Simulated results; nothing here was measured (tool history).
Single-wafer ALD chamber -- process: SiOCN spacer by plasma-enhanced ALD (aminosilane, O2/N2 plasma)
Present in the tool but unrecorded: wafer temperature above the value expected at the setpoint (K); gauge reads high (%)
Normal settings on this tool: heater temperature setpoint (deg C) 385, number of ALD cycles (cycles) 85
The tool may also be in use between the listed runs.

run	hour	heater temperature setpoint (deg C)	number of ALD cycles (cycles)	wafers since the last listed run	hours since the last thermocouple change	hours since the gauge calibration	read-back reference wafer on the same gauge, thickness_nm	mean film thickness on the monitor wafer (nm)
1	0	385	76	0	2271.2	119.7	5.981	4.602
2	12.1	385	76	33	2283.3	131.8	5.981	4.603
3	18.3	385	76	17	2289.5	138	5.972	4.613
4	25.6	392	85	20	2296.8	145.3	5.978	5.166
# hour 31.8: gauge calibrated
5	42	392	85	45	2313.2	10.2	5.978	5.164
6	53.4	385	85	31	2324.6	21.6	5.981	5.146
7	68.7	385	85	42	2339.9	36.9	5.978	5.143
8	87.4	385	85	52	2358.6	55.6	5.978	5.152
9	101.4	385	96	39	2372.6	69.6	5.977	5.831
# hour 121.9: thermocouple changed; heater temperature recalibrated
10	122.4	385	78	36	0.5	90.6	5.979	4.732
11	132.5	385	78	28	10.6	100.7	5.977	4.702
12	143.9	385	78	31	22	112.1	5.975	4.713
13	150.2	380	80	17	28.3	118.4	5.98	4.852
14	157	385	85	19	35.1	125.2	5.982	5.14
# hour 158.7: gauge calibrated
15	167.3	385	85	28	45.4	8.6	5.986	5.136
16	176.1	385	85	24	54.2	17.4	5.982	5.159
17	184.1	385	85	22	62.2	25.4	5.979	5.166
18	197.1	397	100	36	75.2	38.4	5.981	6.054
19	203.7	391	70	18	81.8	45	5.978	4.248
20	216.1	398	80	34	94.2	57.4	5.98	4.817
21	229.9	372	68	38	108	71.2	5.976	4.122
22	239.4	393	77	26	117.5	80.7	5.983	4.644
23	252.6	395	73	36	130.7	93.9	5.983	4.417
24	262.4	372	69	27	140.5	103.7	5.98	4.188
25	272	385	85	26	150.1	113.3	5.982	5.178

Here are 4 independent what-if runs from the current tool condition. What would each one return?
A	272.6	385	85	1	150.7	113.9	?	?
B	272.6	385	69	1	150.7	113.9	?	?
C	272.6	375	85	1	150.7	113.9	?	?
D	272.6	385	94	1	150.7	113.9	?	?

run	read-back reference wafer on the same gauge, thickness_nm	mean film thickness on the monitor wafer (nm)
A	5.982	5.153
B	5.982	4.183
C	5.982	5.153
D	5.982	5.698
Stripped of hidden state, with their random variation kept, the same runs would have yielded:
run	mean film thickness on the monitor wafer (nm)
A	5.153
B	4.183
C	5.153
D	5.698

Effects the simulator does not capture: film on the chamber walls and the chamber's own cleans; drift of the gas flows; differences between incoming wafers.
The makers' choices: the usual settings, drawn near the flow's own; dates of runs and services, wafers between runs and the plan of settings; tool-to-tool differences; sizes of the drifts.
